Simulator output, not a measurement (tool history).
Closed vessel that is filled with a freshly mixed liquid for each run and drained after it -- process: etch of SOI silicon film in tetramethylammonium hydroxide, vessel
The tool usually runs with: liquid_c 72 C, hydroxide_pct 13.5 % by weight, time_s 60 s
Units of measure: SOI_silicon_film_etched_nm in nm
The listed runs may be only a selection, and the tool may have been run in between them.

| run | hour | liquid_c | hydroxide_pct | time_s | wafers since the last listed run | hours since the thermometer was replaced | hours since the hydroxide flow meter was replaced | hours since the gauge calibration | read-back film thickness of the SOI silicon film reference wafer, read on the same gauge (nm) | SOI_silicon_film_etched_nm |
|---|---|---|---|---|---|---|---|---|---|---|
| 1 | 0 | 72 | 13.5 | 35 | 0 | 487.4 | 156.5 | 1334.4 | 139.99 | 256.04 |
| 2 | 44.2 | 72 | 13.5 | 35 | 3967 | 531.6 | 200.7 | 1378.6 | 140 | 256.27 |
|  | 115.2 | gauge calibrated |
| 3 | 128.7 | 72 | 13.5 | 35 | 7585 | 616.1 | 285.2 | 13.5 | 139.98 | 252.7 |
| 4 | 230.3 | 72 | 16.5 | 60 | 9120 | 717.7 | 386.8 | 115.1 | 140.01 | 403.69 |
| 5 | 310.8 | 72 | 13.5 | 45 | 7226 | 798.2 | 467.3 | 195.6 | 139.98 | 323.03 |
| 6 | 367.8 | 72 | 13.5 | 60 | 5116 | 855.2 | 524.3 | 252.6 | 139.99 | 425.24 |
| 7 | 445.7 | 72 | 13.5 | 60 | 6993 | 933.1 | 602.2 | 330.5 | 139.98 | 421.61 |
|  | 475.1 | hydroxide flow meter replaced |
| 8 | 498.4 | 72 | 13.5 | 85 | 4641 | 985.8 | 23.3 | 383.2 | 140.02 | 644.74 |
| 9 | 587.7 | 72 | 13.5 | 60 | 8016 | 1075.1 | 112.6 | 472.5 | 140 | 448.69 |
| 10 | 673.9 | 72 | 13.5 | 60 | 7738 | 1161.3 | 198.8 | 558.7 | 139.99 | 440.24 |
| 11 | 729.2 | 72 | 13.5 | 60 | 4964 | 1216.6 | 254.1 | 614 | 140.02 | 440.33 |
| 12 | 974.6 | 72 | 13.5 | 60 | 22029 | 1462 | 499.5 | 859.4 | 139.98 | 430.5 |
|  | 983 | hydroxide flow meter replaced |
| 13 | 1029.5 | 72 | 13.5 | 60 | 4838 | 1516.9 | 46.5 | 914.3 | 140.01 | 449.23 |
| 14 | 1130.8 | 72 | 13.5 | 60 | 9093 | 1618.2 | 147.8 | 1015.6 | 140 | 441.42 |
|  | 1180.8 | thermometer replaced |
| 15 | 1190.7 | 72 | 13.5 | 60 | 5287 | 9.9 | 207.7 | 1075.5 | 139.99 | 437.21 |
| 16 | 1238.6 | 72 | 13.5 | 60 | 4300 | 57.8 | 255.6 | 1123.4 | 139.99 | 435.58 |
| 17 | 1279.2 | 72 | 14.5 | 85 | 3644 | 98.4 | 296.2 | 1164 | 139.98 | 595.88 |
| 18 | 1373.8 | 72 | 12 | 60 | 8492 | 193 | 390.8 | 1258.6 | 140 | 457.98 |
|  | 1452.6 | gauge calibrated |
| 19 | 1472.4 | 75 | 16 | 75 | 8851 | 291.6 | 489.4 | 19.8 | 140.02 | 595.64 |
|  | 1503.1 | hydroxide flow meter replaced |
| 20 | 1562.4 | 66.5 | 16.5 | 80 | 7989 | 381.6 | 59.3 | 109.8 | 140 | 394.8 |
| 21 | 1622 | 79 | 10.5 | 30 | 5350 | 441.2 | 118.9 | 169.4 | 140.01 | 366.66 |
| 22 | 1689.9 | 72 | 13.5 | 60 | 6095 | 509.1 | 186.8 | 237.3 | 139.99 | 443.92 |
| 23 | 1771.7 | 72 | 13.5 | 60 | 7343 | 590.9 | 268.6 | 319.1 | 140 | 443.54 |
| 24 | 1875 | 65.5 | 10.5 | 60 | 9273 | 694.2 | 371.9 | 422.4 | 139.98 | 330.5 |

Run 25, settings as shown, results not yet in. Your forecast:
| 25 | 1958.6 | 72 | 13.5 | 60 | 7504 | 777.8 | 455.5 | 506 | ? | ? |

Run 25 gave read-back film thickness of the SOI silicon film reference wafer, read on the same gauge (nm) 140, SOI_silicon_film_etched_nm 433.09 nm.
Without the tool's hidden state the same run would have given SOI_silicon_film_etched_nm 453.76 nm.
